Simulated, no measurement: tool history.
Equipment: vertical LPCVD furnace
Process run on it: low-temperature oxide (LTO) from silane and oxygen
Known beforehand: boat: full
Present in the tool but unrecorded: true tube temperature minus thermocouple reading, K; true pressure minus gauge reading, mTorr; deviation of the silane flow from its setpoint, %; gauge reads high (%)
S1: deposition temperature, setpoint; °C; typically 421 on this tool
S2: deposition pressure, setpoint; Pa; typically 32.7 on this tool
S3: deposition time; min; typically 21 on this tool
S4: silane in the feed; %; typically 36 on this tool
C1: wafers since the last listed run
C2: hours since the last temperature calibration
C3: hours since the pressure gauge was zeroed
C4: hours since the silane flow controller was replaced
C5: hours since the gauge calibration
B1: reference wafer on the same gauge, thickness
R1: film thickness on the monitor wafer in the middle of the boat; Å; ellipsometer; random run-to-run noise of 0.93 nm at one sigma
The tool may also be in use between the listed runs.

| run | hour | S1 | S2 | S3 | S4 | C1 | C2 | C3 | C4 | C5 | B1 | R1 |
|---|---|---|---|---|---|---|---|---|---|---|---|---|
| 1 | 0 | 418 | 32.7 | 27 | 36 | 0 | 1831.8 | 1583.4 | 1384.2 | 675.1 | 192.15 | 2948.3 |
| 2 | 41.7 | 418 | 32.7 | 27 | 36 | 550 | 1873.5 | 1625.1 | 1425.9 | 716.8 | 192.2 | 2982.1 |
| 3 | 95.7 | 418 | 32.7 | 27 | 36 | 713 | 1927.5 | 1679.1 | 1479.9 | 770.8 | 191.96 | 2970.5 |
| 4 | 297.8 | 421 | 32.7 | 21 | 36 | 2670 | 2129.6 | 1881.2 | 1682 | 972.9 | 191.99 | 2388.9 |
| 5 | 338.8 | 421 | 30.7 | 21 | 36 | 541 | 2170.6 | 1922.2 | 1723 | 1013.9 | 191.97 | 2244.9 |
| 6 | 388.4 | 421 | 32.7 | 24.5 | 36 | 655 | 2220.2 | 1971.8 | 1772.6 | 1063.5 | 192.22 | 2798.7 |
| 7 | 440.5 | 421 | 32.7 | 24.5 | 36 | 688 | 2272.3 | 2023.9 | 1824.7 | 1115.6 | 191.8 | 2771.8 |
| 8 | 493.1 | 421 | 32.7 | 21 | 36 | 694 | 2324.9 | 2076.5 | 1877.3 | 1168.2 | 192.01 | 2403.9 |
|  | 538.4 | thermocouples replaced and temperature profile calibrated |
|  | 555.3 | gauge calibrated |
| 9 | 570.6 | 421 | 32.7 | 21 | 36 | 706 | 32.2 | 2154 | 1954.8 | 15.3 | 191.81 | 2324 |
| 10 | 628.2 | 421 | 32.7 | 21 | 36 | 760 | 89.8 | 2211.6 | 2012.4 | 72.9 | 191.99 | 2316.3 |
| 11 | 685.6 | 421 | 32.7 | 21 | 36 | 758 | 147.2 | 2269 | 2069.8 | 130.3 | 192.3 | 2302.9 |
|  | 716.4 | silane flow controller replaced |
| 12 | 756.6 | 421 | 32.7 | 13.5 | 36 | 620 | 218.2 | 2340 | 40.2 | 201.3 | 192.23 | 1489.5 |
| 13 | 786.4 | 421 | 27.3 | 21 | 36 | 393 | 248 | 2369.8 | 70 | 231.1 | 191.96 | 1916.6 |
| 14 | 857.3 | 421 | 37.3 | 19 | 36 | 936 | 318.9 | 2440.7 | 140.9 | 302 | 191.95 | 2395.2 |

Run 15, settings as shown, results not yet in. Your forecast:
| 15 | 946.3 | 421 | 32.7 | 21 | 33 | 1175 | 407.9 | 2529.7 | 229.9 | 391 | ? | ? |

Run 15 yielded B1 191.85, R1 2051.2 Å.
Minus the tool's unlogged condition, the same run would have read R1 2133.3 Å.

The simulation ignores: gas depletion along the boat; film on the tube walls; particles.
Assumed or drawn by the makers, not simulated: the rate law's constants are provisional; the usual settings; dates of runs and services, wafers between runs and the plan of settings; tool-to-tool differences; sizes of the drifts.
